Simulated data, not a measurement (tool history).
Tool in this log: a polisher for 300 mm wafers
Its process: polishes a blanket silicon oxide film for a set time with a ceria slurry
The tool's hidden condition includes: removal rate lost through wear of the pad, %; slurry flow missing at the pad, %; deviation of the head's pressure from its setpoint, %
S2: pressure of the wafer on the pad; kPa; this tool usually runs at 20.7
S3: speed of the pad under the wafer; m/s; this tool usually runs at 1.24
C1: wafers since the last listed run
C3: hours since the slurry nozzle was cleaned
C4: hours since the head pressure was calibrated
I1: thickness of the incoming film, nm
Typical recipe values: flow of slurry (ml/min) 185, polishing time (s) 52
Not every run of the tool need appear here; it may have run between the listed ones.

Run 1, hour 0.0: usual settings; C1 0; wafers polished on this pad 4; C3 400.4; C4 277.2; I1 778.9. Result: film removed (Å) 2838.
Run 2, hour 26.7: usual settings but S3 1.08 m/s; C1 259; wafers polished on this pad 263; C3 427.1; C4 303.9; I1 769.9. Result: film removed (Å) 2478.
Run 3, hour 48.2: usual settings but S3 1.08 m/s; C1 208; wafers polished on this pad 472; C3 448.6; C4 325.4; I1 772.6. Result: film removed (Å) 2477.
Run 4, hour 73.5: usual settings but S3 1.08 m/s; C1 245; wafers polished on this pad 718; C3 473.9; C4 350.7; I1 774.7. Result: film removed (Å) 2450.
Run 5, hour 104.1: usual settings; C1 296; wafers polished on this pad 1014; C3 504.5; C4 381.3; I1 772.3. Result: film removed (Å) 2871.
Run 6, hour 118.1: usual settings; C1 135; wafers polished on this pad 1150; C3 518.5; C4 395.3; I1 759.3. Result: film removed (Å) 2905.
Run 7, hour 199.4: usual settings; C1 788; wafers polished on this pad 1939; C3 599.8; C4 476.6; I1 778.2. Result: film removed (Å) 2871.
At hour 214.9: worn pad replaced by a new one.
Run 8, hour 215.4: usual settings; C1 116; wafers polished on this pad 4; C3 615.8; C4 492.6; I1 777.5. Result: film removed (Å) 2887.
Run 9, hour 224.5: usual settings; C1 88; wafers polished on this pad 93; C3 624.9; C4 501.7; I1 756.6. Result: film removed (Å) 2747.
Run 10, hour 246.2: usual settings; C1 210; wafers polished on this pad 303; C3 646.6; C4 523.4; I1 779.1. Result: film removed (Å) 2873.
Run 11, hour 279.5: usual settings but S2 22.1 kPa; C1 323; wafers polished on this pad 626; C3 679.9; C4 556.7; I1 762.8. Result: film removed (Å) 3070.
Run 12, hour 312.4: usual settings but S2 22.1 kPa; C1 319; wafers polished on this pad 946; C3 712.8; C4 589.6; I1 762.8. Result: film removed (Å) 3027.
Run 13, hour 329.0: usual settings but S2 22.1 kPa; C1 161; wafers polished on this pad 1107; C3 729.4; C4 606.2; I1 762.6. Result: film removed (Å) 3021.
At hour 359.5: slurry nozzle cleaned.
Run 14, hour 359.9: usual settings; C1 290; wafers polished on this pad 1397; C3 0.4; C4 637.1; I1 778.8. Result: film removed (Å) 2856.
Run 15, hour 431.6: usual settings; C1 695; wafers polished on this pad 2093; C3 72.1; C4 708.8; I1 753.9. Result: film removed (Å) 2852.
Run 16, hour 463.4: usual settings but S2 24.8 kPa; C1 308; wafers polished on this pad 2401; C3 103.9; C4 740.6; I1 760.3. Result: film removed (Å) 3503.
At hour 475.9: worn pad replaced by a new one.
Run 17, hour 488.4: usual settings but S2 18.6 kPa, S3 0.92 m/s; C1 203; wafers polished on this pad 121; C3 128.9; C4 765.6; I1 754.0. Result: film removed (Å) 1881.
Run 18, hour 515.3: usual settings but S2 26.9 kPa, S3 1.50 m/s; C1 261; wafers polished on this pad 382; C3 155.8; C4 792.5; I1 764.3. Result: film removed (Å) 4395.
Run 19, hour 603.0: usual settings but S2 27.6 kPa, S3 1.48 m/s; C1 851; wafers polished on this pad 1233; C3 243.5; C4 880.2; I1 756.8. Result: film removed (Å) 4594.
Run 20, hour 633.4: usual settings but flow of slurry (ml/min) 160, S3 1.12 m/s; C1 294; wafers polished on this pad 1528; C3 273.9; C4 910.6; I1 764.5. Result: film removed (Å) 2522.
Run 21, hour 661.8: usual settings but S3 1.66 m/s; C1 275; wafers polished on this pad 1804; C3 302.3; C4 939.0; I1 771.6. Result: film removed (Å) 3854.
At hour 672.0: head pressure recalibrated.
At hour 688.4: worn pad replaced by a new one.
Run 22, hour 688.9: usual settings but S2 26.9 kPa, S3 1.50 m/s; C1 204; wafers polished on this pad 5; C3 329.4; C4 16.9; I1 770.4. Result: film removed (Å) 4480.
Run 23, hour 707.3: usual settings; C1 178; wafers polished on this pad 183; C3 347.8; C4 35.3; I1 772.2. Result: film removed (Å) 2853.
Run 24, hour 722.8: usual settings; C1 150; wafers polished on this pad 334; C3 363.3; C4 50.8; I1 759.3. Result: film removed (Å) 2845.
Run 25, hour 744.6: usual settings but flow of slurry (ml/min) 155, polishing time (s) 39; C1 211; wafers polished on this pad 545; C3 385.1; C4 72.6; I1 755.0. Result: film removed (Å) 2077.
Run 26, hour 771.5: usual settings but flow of slurry (ml/min) 225; C1 261; wafers polished on this pad 806; C3 412.0; C4 99.5; I1 766.9. Result: film removed (Å) 2943.
Run 27, hour 787.6: usual settings but flow of slurry (ml/min) 230, polishing time (s) 64; C1 156; wafers polished on this pad 962; C3 428.1; C4 115.6; I1 771.0. Result: film removed (Å) 3669.
Run 28, hour 806.1: usual settings; C1 179; wafers polished on this pad 1142; C3 446.6; C4 134.1; I1 776.4. Result: film removed (Å) 2836.
Run 29, hour 830.3: usual settings; C1 234; wafers polished on this pad 1377; C3 470.8; C4 158.3; I1 776.7. Result: film removed (Å) 2877.
Run 30, hour 899.8: usual settings but flow of slurry (ml/min) 125, S3 0.90 m/s, polishing time (s) 44; C1 674; wafers polished on this pad 2051; C3 540.3; C4 227.8; I1 761.7. Result: film removed (Å) 1628.
At hour 917.3: worn pad replaced by a new one.
Run 31, hour 935.0: usual settings but S3 1.66 m/s; C1 302; wafers polished on this pad 171; C3 575.5; C4 263.0; I1 766.9. Result: film removed (Å) 3857.
Run 32, hour 954.1: usual settings; C1 185; wafers polished on this pad 356; C3 594.6; C4 282.1; I1 771.8. Result: film removed (Å) 2832.
Run 33, hour 986.4: usual settings but flow of slurry (ml/min) 135; C1 313; wafers polished on this pad 670; C3 626.9; C4 314.4; I1 775.7. Result: film removed (Å) 2720.
Run 34, hour 1019.0: usual settings; C1 316; wafers polished on this pad 986; C3 659.5; C4 347.0; I1 777.8. Result: film removed (Å) 2845.
Run 35, hour 1050.6: usual settings but flow of slurry (ml/min) 205, S2 26.2 kPa, S3 1.00 m/s, polishing time (s) 61; C1 306; wafers polished on this pad 1293; C3 691.1; C4 378.6; I1 773.9. Result: film removed (Å) 3523.
Run 36, hour 1070.6: usual settings; C1 194; wafers polished on this pad 1487; C3 711.1; C4 398.6; I1 771.4. Result: film removed (Å) 2879.
Run 37, hour 1105.2: usual settings but flow of slurry (ml/min) 165, S3 0.96 m/s; C1 335; wafers polished on this pad 1822; C3 745.7; C4 433.2; I1 782.0. Result: film removed (Å) 2156.

4 options for the next run, each taken on its own from the tool as it stands now. Forecast them:
Run A, hour 1105.6: usual settings; C1 3; wafers polished on this pad 1826; C3 746.1; C4 433.6; I1 775.4. Result: film removed (Å) ?.
Run B, hour 1105.6: usual settings but flow of slurry (ml/min) 140, S3 0.98 m/s, polishing time (s) 45; C1 3; wafers polished on this pad 1826; C3 746.1; C4 433.6; I1 775.4. Result: film removed (Å) ?.
Run C, hour 1105.6: usual settings but flow of slurry (ml/min) 165; C1 3; wafers polished on this pad 1826; C3 746.1; C4 433.6; I1 775.4. Result: film removed (Å) ?.
Run D, hour 1105.6: usual settings but S2 22.8 kPa, polishing time (s) 64; C1 3; wafers polished on this pad 1826; C3 746.1; C4 433.6; I1 775.4. Result: film removed (Å) ?.

run  film removed (Å)
  A              2808
  B              1842
  C              2764
  D              3800
Stripped of hidden state, with their random variation kept, the same runs would have yielded:
run  film removed (Å)
  A              2808
  B              1842
  C              2764
  D              3800

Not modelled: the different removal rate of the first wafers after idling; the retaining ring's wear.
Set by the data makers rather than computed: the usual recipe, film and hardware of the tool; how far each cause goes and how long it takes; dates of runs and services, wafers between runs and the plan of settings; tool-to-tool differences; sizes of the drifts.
